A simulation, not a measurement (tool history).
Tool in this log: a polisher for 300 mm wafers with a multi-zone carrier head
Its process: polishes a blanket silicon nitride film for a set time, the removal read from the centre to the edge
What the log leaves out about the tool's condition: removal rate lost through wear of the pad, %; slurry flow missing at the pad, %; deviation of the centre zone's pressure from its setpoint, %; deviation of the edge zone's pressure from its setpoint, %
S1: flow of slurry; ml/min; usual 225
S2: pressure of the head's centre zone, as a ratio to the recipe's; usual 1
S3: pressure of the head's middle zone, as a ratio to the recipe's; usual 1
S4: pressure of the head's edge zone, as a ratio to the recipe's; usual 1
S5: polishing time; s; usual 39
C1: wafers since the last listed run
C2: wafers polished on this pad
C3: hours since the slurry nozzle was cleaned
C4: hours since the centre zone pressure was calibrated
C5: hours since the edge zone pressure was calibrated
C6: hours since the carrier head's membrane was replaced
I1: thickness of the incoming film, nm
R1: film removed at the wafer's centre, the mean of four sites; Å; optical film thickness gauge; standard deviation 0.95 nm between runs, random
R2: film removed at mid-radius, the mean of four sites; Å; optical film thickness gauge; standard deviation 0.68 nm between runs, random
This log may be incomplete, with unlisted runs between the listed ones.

run 1 hour=0 | S1=225 S2=1 S3=1 S4=1.03 S5=39 | C1=0 C2=4572 C3=89.7 C4=442 C5=148.4 C6=486.2 | I1=668.6 | R1=847 R2=860
-- hour=16.4 worn pad replaced by a new one
run 2 hour=55.8 | S1=225 S2=1 S3=1 S4=1 S5=39 | C1=746 C2=567 C3=145.5 C4=497.8 C5=204.2 C6=542 | I1=678.3 | R1=920 R2=928
run 3 hour=99 | S1=225 S2=1 S3=1 S4=1 S5=39 | C1=622 C2=1189 C3=188.7 C4=541 C5=247.4 C6=585.2 | I1=680.8 | R1=906 R2=905
run 4 hour=142.1 | S1=225 S2=1 S3=0.97 S4=1 S5=39 | C1=620 C2=1810 C3=231.8 C4=584.1 C5=290.5 C6=628.3 | I1=679.8 | R1=903 R2=885
-- hour=281.2 slurry nozzle cleaned
run 5 hour=321.2 | S1=225 S2=1 S3=0.97 S4=1 S5=39 | C1=2565 C2=4375 C3=40 C4=763.2 C5=469.6 C6=807.4 | I1=677.9 | R1=863 R2=853
-- hour=355.4 worn pad replaced by a new one
run 6 hour=372.8 | S1=260 S2=1 S3=1 S4=1 S5=39 | C1=685 C2=250 C3=91.6 C4=814.8 C5=521.2 C6=859 | I1=665.2 | R1=942 R2=926
-- hour=466.1 edge zone pressure recalibrated
run 7 hour=478.9 | S1=260 S2=1 S3=1 S4=1 S5=39 | C1=1499 C2=1749 C3=197.7 C4=920.9 C5=12.8 C6=965.1 | I1=682 | R1=909 R2=933
-- hour=502.9 carrier head's membrane replaced by a new one
run 8 hour=568.6 | S1=260 S2=1 S3=1 S4=1 S5=39 | C1=1220 C2=2970 C3=287.4 C4=1010.6 C5=102.5 C6=65.7 | I1=687.1 | R1=894 R2=904
run 9 hour=608.6 | S1=225 S2=1 S3=1 S4=1 S5=39 | C1=576 C2=3546 C3=327.4 C4=1050.6 C5=142.5 C6=105.7 | I1=676.6 | R1=865 R2=882
run 10 hour=691.3 | S1=225 S2=1 S3=1 S4=1 S5=39 | C1=1191 C2=4737 C3=410.1 C4=1133.3 C5=225.2 C6=188.4 | I1=678 | R1=849 R2=863
-- hour=703.6 slurry nozzle cleaned
-- hour=713.3 worn pad replaced by a new one
run 11 hour=779.1 | S1=225 S2=1 S3=1.11 S4=0.89 S5=39 | C1=1192 C2=947 C3=75.5 C4=1221.1 C5=313 C6=276.2 | I1=680.9 | R1=893 R2=988
run 12 hour=822.2 | S1=270 S2=0.97 S3=0.95 S4=1.06 S5=39 | C1=620 C2=1568 C3=118.6 C4=1264.2 C5=356.1 C6=319.3 | I1=685.8 | R1=902 R2=892
-- hour=835.9 centre zone pressure recalibrated
run 13 hour=892.1 | S1=225 S2=1 S3=1 S4=1.03 S5=39 | C1=978 C2=2546 C3=188.5 C4=56.2 C5=426 C6=389.2 | I1=669 | R1=897 R2=885
run 14 hour=965.4 | S1=295 S2=1 S3=1 S4=0.96 S5=39 | C1=1055 C2=3602 C3=261.8 C4=129.5 C5=499.3 C6=462.5 | I1=678.3 | R1=901 R2=895
-- hour=1003.1 edge zone pressure recalibrated
-- hour=1033.8 worn pad replaced by a new one, of another model than before
run 15 hour=1056.5 | S1=245 S2=0.94 S3=1.08 S4=1.11 S5=39 | C1=1225 C2=327 C3=352.9 C4=220.6 C5=53.4 C6=553.6 | I1=675.6 | R1=896 R2=982
run 16 hour=1129.8 | S1=225 S2=1.09 S3=1 S4=1 S5=39 | C1=1055 C2=1383 C3=426.2 C4=293.9 C5=126.7 C6=626.9 | I1=670.3 | R1=953 R2=910
-- hour=1161 slurry nozzle cleaned
run 17 hour=1195.9 | S1=260 S2=1 S3=1 S4=1 S5=39 | C1=937 C2=2321 C3=34.9 C4=360 C5=192.8 C6=693 | I1=668.6 | R1=913 R2=917
run 18 hour=1287.9 | S1=225 S2=1 S3=1 S4=1 S5=39 | C1=1325 C2=3646 C3=126.9 C4=452 C5=284.8 C6=785 | I1=681.4 | R1=878 R2=879
run 19 hour=1373.8 | S1=225 S2=1 S3=1 S4=1 S5=39 | C1=1237 C2=4883 C3=212.8 C4=537.9 C5=370.7 C6=870.9 | I1=685.3 | R1=862 R2=872
-- hour=1396.4 worn pad replaced by a new one
-- hour=1411.3 carrier head's membrane replaced by a new one
run 20 hour=1430.2 | S1=290 S2=1.03 S3=1 S4=1 S5=39 | C1=682 C2=415 C3=269.2 C4=594.3 C5=427.1 C6=18.9 | I1=679.5 | R1=983 R2=954
run 21 hour=1520.2 | S1=225 S2=0.92 S3=1 S4=1 S5=39 | C1=1296 C2=1711 C3=359.2 C4=684.3 C5=517.1 C6=108.9 | I1=686.7 | R1=851 R2=909

Consider 5 possible next runs. They are alternatives, not a sequence: every one starts from the tool as it was left by run 21. What does each give?
run A hour=1520.6 | S1=225 S2=1 S3=1 S4=1 S5=39 | C1=5 C2=1717 C3=359.6 C4=684.7 C5=517.5 C6=109.3 | I1=684.8 | R1=? R2=?
run B hour=1520.6 | S1=195 S2=1 S3=1 S4=1 S5=39 | C1=5 C2=1717 C3=359.6 C4=684.7 C5=517.5 C6=109.3 | I1=684.8 | R1=? R2=?
run C hour=1520.6 | S1=245 S2=0.96 S3=1 S4=1.07 S5=39 | C1=5 C2=1717 C3=359.6 C4=684.7 C5=517.5 C6=109.3 | I1=684.8 | R1=? R2=?
run D hour=1520.6 | S1=225 S2=1 S3=0.96 S4=1 S5=39 | C1=5 C2=1717 C3=359.6 C4=684.7 C5=517.5 C6=109.3 | I1=684.8 | R1=? R2=?
run E hour=1520.6 | S1=225 S2=1 S3=1 S4=1.07 S5=39 | C1=5 C2=1717 C3=359.6 C4=684.7 C5=517.5 C6=109.3 | I1=684.8 | R1=? R2=?

run=A R1=911 R2=910
run=B R1=888 R2=889
run=C R1=901 R2=921
run=D R1=911 R2=883
run=E R1=911 R2=910
With no hidden state in the tool, these same runs would have given:
run=A R1=943 R2=941
run=B R1=919 R2=920
run=C R1=932 R2=953
run=D R1=942 R2=914
run=E R1=943 R2=941

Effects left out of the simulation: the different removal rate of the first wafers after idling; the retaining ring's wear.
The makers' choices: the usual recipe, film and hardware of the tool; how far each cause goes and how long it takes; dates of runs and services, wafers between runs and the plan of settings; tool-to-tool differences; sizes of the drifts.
